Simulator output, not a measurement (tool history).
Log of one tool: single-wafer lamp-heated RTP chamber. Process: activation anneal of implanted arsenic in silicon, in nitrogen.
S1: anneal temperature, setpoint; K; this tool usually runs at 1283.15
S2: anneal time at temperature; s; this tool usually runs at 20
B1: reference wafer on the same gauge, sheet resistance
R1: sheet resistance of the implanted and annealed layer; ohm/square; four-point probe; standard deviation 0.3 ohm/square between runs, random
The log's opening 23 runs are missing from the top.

| run | hour | S1 | S2 | B1 | R1 |
|---|---|---|---|---|---|
| 24 | 647.1 | 1298.15 | 25 | 198.01 | 166.92 |
| 25 | 681.5 | 1295.15 | 20 | 198.15 | 169.14 |
| 26 | 698.2 | 1263.15 | 23 | 198.06 | 171.69 |
| 27 | 720.1 | 1265.15 | 12 | 198 | 174.9 |
|  | 734.8 | reflector plate cleaned |
|  | 743.8 | pyrometer window cleaned and pyrometer calibrated, repeated, since the last time left the tool worse |
| 28 | 746.9 | 1283.15 | 20 | 197.92 | 172.32 |
| 29 | 766.6 | 1307.15 | 23 | 198 | 168.05 |
| 30 | 791 | 1283.15 | 20 | 198.06 | 171.83 |
| 31 | 809.8 | 1283.15 | 20 | 197.97 | 171.7 |

Run 32 has not been measured yet. What should we expect?
| 32 | 890.8 | 1283.15 | 15 | ? | ? |

B1: 197.95
R1: 172.65 ohm/square
If the tool had no hidden condition, the same run with the same run-to-run variation would have returned R1 172.94 ohm/square.
